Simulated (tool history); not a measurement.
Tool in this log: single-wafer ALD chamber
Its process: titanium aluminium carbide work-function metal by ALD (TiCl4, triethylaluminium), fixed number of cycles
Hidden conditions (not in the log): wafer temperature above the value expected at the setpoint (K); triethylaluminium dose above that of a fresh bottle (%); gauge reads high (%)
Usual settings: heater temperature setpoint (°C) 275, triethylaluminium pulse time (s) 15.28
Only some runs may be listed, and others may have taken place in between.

run	day	heater temperature setpoint (°C)	triethylaluminium pulse time (s)	wafers since the last listed run	hours since the last thermocouple change	hours since the last triethylaluminium bottle change	hours since the showerhead was replaced	hours since the gauge calibration	read-back reference wafer on the same gauge, thickness_nm	mean film thickness on the monitor wafer (nm)
1	0.000	266	15.28	0	1920.6	200.1	6707.3	504.2	1.635	1.881
2	1.212	266	15.28	250	1949.7	229.2	6736.4	533.3	1.626	1.874
3	1.867	275	19.44	135	1965.4	244.9	6752.1	549.0	1.631	1.945
4	3.046	275	19.44	243	1993.7	273.2	6780.4	577.3	1.628	1.960
# day 4.167: gauge calibrated
5	4.454	275	15.28	291	2027.5	307.0	6814.2	6.9	1.630	1.944
6	5.679	275	15.28	253	2056.9	336.4	6843.6	36.3	1.628	1.931
7	6.333	275	15.28	135	2072.6	352.1	6859.3	52.0	1.630	1.941
8	7.029	275	12.60	143	2089.3	368.8	6876.0	68.7	1.627	1.905
9	8.500	275	12.60	304	2124.6	404.1	6911.3	104.0	1.629	1.875
10	9.192	280	15.28	143	2141.2	420.7	6927.9	120.6	1.628	1.950
11	10.075	275	10.81	182	2162.4	441.9	6949.1	141.8	1.628	1.804
# day 12.521: triethylaluminium bottle replaced
12	13.492	275	10.81	637	2244.4	23.3	7031.1	223.8	1.628	1.882
# day 14.088: showerhead replaced, of another model than before
13	14.671	275	15.28	174	2272.7	51.6	14.0	252.1	1.631	1.945
14	16.104	289	9.55	296	2307.1	86.0	48.4	286.5	1.629	2.004
# day 17.429: thermocouple changed; heater temperature recalibrated
15	19.158	287	12.69	562	41.5	159.3	121.7	359.8	1.633	2.040
16	20.150	275	18.17	205	65.3	183.1	145.5	383.6	1.629	1.974
17	21.588	275	15.28	297	99.8	217.6	180.0	418.1	1.633	1.938
18	23.979	266	20.36	494	157.2	275.0	237.4	475.5	1.630	1.883
19	25.729	275	10.81	361	199.2	317.0	279.4	517.5	1.630	1.902
# day 25.796: gauge calibrated
20	26.908	275	12.31	243	227.5	345.3	307.7	26.7	1.631	1.901
21	27.617	262	15.28	146	244.5	362.3	324.7	43.7	1.631	1.843
22	28.500	275	15.28	182	265.7	383.5	345.9	64.9	1.628	1.949
23	29.492	264	18.26	205	289.5	407.3	369.7	88.7	1.624	1.858
24	30.475	263	11.44	203	313.1	430.9	393.3	112.3	1.625	1.792
25	31.321	287	10.98	174	333.4	451.2	413.6	132.6	1.627	1.964
26	32.742	283	13.37	293	367.5	485.3	447.7	166.7	1.631	1.964

Forecast each of these 4 alternatives for the next run:
A	32.758	275	15.28	3	367.9	485.7	448.1	167.1	?	?
B	32.758	264	15.28	3	367.9	485.7	448.1	167.1	?	?
C	32.758	281	15.28	3	367.9	485.7	448.1	167.1	?	?
D	32.758	286	11.85	3	367.9	485.7	448.1	167.1	?	?

run	read-back reference wafer on the same gauge, thickness_nm	mean film thickness on the monitor wafer (nm)
A	1.632	1.920
B	1.632	1.832
C	1.632	1.968
D	1.632	1.965
With no hidden state in the tool, these same runs would have given:
run	mean film thickness on the monitor wafer (nm)
A	1.949
B	1.860
C	1.998
D	2.022

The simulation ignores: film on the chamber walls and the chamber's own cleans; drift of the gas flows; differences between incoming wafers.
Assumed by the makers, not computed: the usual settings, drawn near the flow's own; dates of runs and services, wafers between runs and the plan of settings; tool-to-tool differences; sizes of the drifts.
